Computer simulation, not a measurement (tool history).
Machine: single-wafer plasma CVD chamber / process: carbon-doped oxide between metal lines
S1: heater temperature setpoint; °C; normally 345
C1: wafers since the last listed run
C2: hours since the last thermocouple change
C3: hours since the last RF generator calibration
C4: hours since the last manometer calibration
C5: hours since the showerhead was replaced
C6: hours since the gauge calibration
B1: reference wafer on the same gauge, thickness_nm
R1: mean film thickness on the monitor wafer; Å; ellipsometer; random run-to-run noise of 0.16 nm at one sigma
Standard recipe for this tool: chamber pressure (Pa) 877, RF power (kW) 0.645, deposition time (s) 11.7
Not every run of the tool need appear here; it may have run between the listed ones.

Run 1, hour 0: usual settings; C1 0; C2 1893.7; C3 756.2; C4 1417; C5 3611.9; C6 107.6; B1 60.915. Result: R1 687.81 Å.
Run 2, hour 7.4: usual settings; C1 111; C2 1901.1; C3 763.6; C4 1424.4; C5 3619.3; C6 115; B1 60.901. Result: R1 685.02 Å.
Run 3, hour 21.5: usual settings; C1 212; C2 1915.2; C3 777.7; C4 1438.5; C5 3633.4; C6 129.1; B1 60.958. Result: R1 685.65 Å.
Run 4, hour 39: usual settings but RF power (kW) 0.725; C1 263; C2 1932.7; C3 795.2; C4 1456; C5 3650.9; C6 146.6; B1 60.909. Result: R1 729.82 Å.
Run 5, hour 53: usual settings but RF power (kW) 0.725; C1 210; C2 1946.7; C3 809.2; C4 1470; C5 3664.9; C6 160.6; B1 60.908. Result: R1 729.35 Å.
Run 6, hour 70.8: usual settings but RF power (kW) 0.56, deposition time (s) 13; C1 268; C2 1964.5; C3 827; C4 1487.8; C5 3682.7; C6 178.4; B1 60.875. Result: R1 704.02 Å.
Run 7, hour 78.2: usual settings but RF power (kW) 0.56, deposition time (s) 13; C1 111; C2 1971.9; C3 834.4; C4 1495.2; C5 3690.1; C6 185.8; B1 60.926. Result: R1 702.46 Å.
Run 8, hour 86.2: usual settings but RF power (kW) 0.56, deposition time (s) 13; C1 120; C2 1979.9; C3 842.4; C4 1503.2; C5 3698.1; C6 193.8; B1 60.864. Result: R1 701.83 Å.
At hour 110.1: thermocouple changed; heater temperature recalibrated.
Run 9, hour 110.6: usual settings but chamber pressure (Pa) 709; C1 247; C2 0.5; C3 866.8; C4 1527.6; C5 3722.5; C6 218.2; B1 60.909. Result: R1 671.58 Å.
Run 10, hour 118.8: usual settings but S1 336 °C, RF power (kW) 0.765, deposition time (s) 12.5; C1 123; C2 8.7; C3 875; C4 1535.8; C5 3730.7; C6 226.4; B1 60.918. Result: R1 824.09 Å.
At hour 121.3: gauge calibrated.
Run 11, hour 132.8: usual settings but chamber pressure (Pa) 744, RF power (kW) 0.73; C1 210; C2 22.7; C3 889; C4 1549.8; C5 3744.7; C6 11.5; B1 60.885. Result: R1 719.86 Å.
Run 12, hour 148.4: usual settings but S1 351 °C, chamber pressure (Pa) 1087, RF power (kW) 0.54, deposition time (s) 13.8; C1 234; C2 38.3; C3 904.6; C4 1565.4; C5 3760.3; C6 27.1; B1 60.91. Result: R1 719.94 Å.
Run 13, hour 159.6: usual settings but chamber pressure (Pa) 1061, RF power (kW) 0.555, deposition time (s) 12.9; C1 168; C2 49.5; C3 915.8; C4 1576.6; C5 3771.5; C6 38.3; B1 60.949. Result: R1 694.91 Å.
At hour 173: showerhead replaced.
At hour 178.3: capacitance manometer re-zeroed and calibrated.
At hour 179.8: RF generator calibrated.
Run 14, hour 180.3: usual settings but S1 335 °C, chamber pressure (Pa) 933, deposition time (s) 10.1; C1 88; C2 70.2; C3 0.5; C4 2; C5 7.3; C6 59; B1 60.902. Result: R1 638.83 Å.
Run 15, hour 180.6: usual settings; C1 4; C2 70.5; C3 0.8; C4 2.3; C5 7.6; C6 59.3; B1 60.882. Result: R1 710.22 Å.
Run 16, hour 220.8: usual settings; C1 605; C2 110.7; C3 41; C4 42.5; C5 47.8; C6 99.5; B1 60.929. Result: R1 704.82 Å.
Run 17, hour 240.1: usual settings but S1 353 °C, chamber pressure (Pa) 972, deposition time (s) 12.7; C1 290; C2 130; C3 60.3; C4 61.8; C5 67.1; C6 118.8; B1 60.86. Result: R1 751.03 Å.
Run 18, hour 255.9: usual settings; C1 237; C2 145.8; C3 76.1; C4 77.6; C5 82.9; C6 134.6; B1 60.873. Result: R1 709.9 Å.
Run 19, hour 263.5: usual settings but S1 352 °C, chamber pressure (Pa) 680, RF power (kW) 0.71, deposition time (s) 13; C1 114; C2 153.4; C3 83.7; C4 85.2; C5 90.5; C6 142.2; B1 60.895. Result: R1 795.02 Å.

What if the next run were any one of these 3? Each begins from the tool's condition after run 19:
Run A, hour 263.9: usual settings; C1 6; C2 153.8; C3 84.1; C4 85.6; C5 90.9; C6 142.6; B1 ?. Result: R1 ?.
Run B, hour 263.9: usual settings but chamber pressure (Pa) 799, deposition time (s) 13; C1 6; C2 153.8; C3 84.1; C4 85.6; C5 90.9; C6 142.6; B1 ?. Result: R1 ?.
Run C, hour 263.9: usual settings but S1 356 °C, chamber pressure (Pa) 713, RF power (kW) 0.735, deposition time (s) 10; C1 6; C2 153.8; C3 84.1; C4 85.6; C5 90.9; C6 142.6; B1 ?. Result: R1 ?.

run      B1      R1
  A  60.915  709.48
  B  60.915  782.05
  C  60.915  620.37
With no hidden state in the tool, these same runs would have given:
run      R1
  A  710.27
  B  782.92
  C  621.04
